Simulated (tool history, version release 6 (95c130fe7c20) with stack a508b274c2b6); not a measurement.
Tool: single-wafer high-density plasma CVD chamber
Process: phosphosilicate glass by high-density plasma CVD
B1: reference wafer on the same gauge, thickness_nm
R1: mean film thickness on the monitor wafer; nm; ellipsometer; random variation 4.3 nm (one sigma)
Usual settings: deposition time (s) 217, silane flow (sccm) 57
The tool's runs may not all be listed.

run 1 hour=0 | deposition_time_(s)=243 silane_flow_(sccm)=51 | B1=1399.674 | R1=1334.675
run 2 hour=55.7 | deposition_time_(s)=217 silane_flow_(sccm)=57 | B1=1400.055 | R1=1324.674
run 3 hour=106.8 | deposition_time_(s)=217 silane_flow_(sccm)=57 | B1=1401.437 | R1=1335.103
run 4 hour=138.9 | deposition_time_(s)=217 silane_flow_(sccm)=57 | B1=1400.683 | R1=1330.396
run 5 hour=198.1 | deposition_time_(s)=217 silane_flow_(sccm)=57 | B1=1399.559 | R1=1330.691
run 6 hour=260.8 | deposition_time_(s)=217 silane_flow_(sccm)=60 | B1=1401.045 | R1=1398.081
run 7 hour=307.6 | deposition_time_(s)=217 silane_flow_(sccm)=60 | B1=1399.909 | R1=1399.947
run 8 hour=359.3 | deposition_time_(s)=217 silane_flow_(sccm)=60 | B1=1400.507 | R1=1390.896
run 9 hour=427.9 | deposition_time_(s)=217 silane_flow_(sccm)=57 | B1=1399.581 | R1=1328.654
run 10 hour=486.2 | deposition_time_(s)=205 silane_flow_(sccm)=68 | B1=1397.622 | R1=1494.624
run 11 hour=520.4 | deposition_time_(s)=217 silane_flow_(sccm)=57 | B1=1399.68 | R1=1323.896
-- hour=531.6 silane flow controller replaced
run 12 hour=564 | deposition_time_(s)=217 silane_flow_(sccm)=57 | B1=1398.976 | R1=1325.985
run 13 hour=594.7 | deposition_time_(s)=180 silane_flow_(sccm)=68 | B1=1402.162 | R1=1314.844
-- hour=604.4 gauge calibrated
run 14 hour=646.3 | deposition_time_(s)=180 silane_flow_(sccm)=57 | B1=1399.548 | R1=1101.579
run 15 hour=771 | deposition_time_(s)=179 silane_flow_(sccm)=64 | B1=1399.229 | R1=1232.443
run 16 hour=798.4 | deposition_time_(s)=192 silane_flow_(sccm)=57 | B1=1399.891 | R1=1175.188
run 17 hour=823.8 | deposition_time_(s)=183 silane_flow_(sccm)=65 | B1=1399.745 | R1=1282.021

5 ways to go on from here, each from the tool as it stands after run 17. What would each give?
run A hour=824.3 | deposition_time_(s)=198 silane_flow_(sccm)=57 | B1=? | R1=?
run B hour=824.3 | deposition_time_(s)=257 silane_flow_(sccm)=63 | B1=? | R1=?
run C hour=824.3 | deposition_time_(s)=192 silane_flow_(sccm)=53 | B1=? | R1=?
run D hour=824.3 | deposition_time_(s)=240 silane_flow_(sccm)=47 | B1=? | R1=?
run E hour=824.3 | deposition_time_(s)=229 silane_flow_(sccm)=57 | B1=? | R1=?

run=A B1=1399.896 R1=1209.616
run=B B1=1399.896 R1=1735.326
run=C B1=1399.896 R1=1090.648
run=D B1=1399.896 R1=1208.973
run=E B1=1399.896 R1=1399
Without the tool's hidden state the same runs would have given:
run=A R1=1209.616
run=B R1=1735.326
run=C R1=1090.648
run=D R1=1208.973
run=E R1=1399
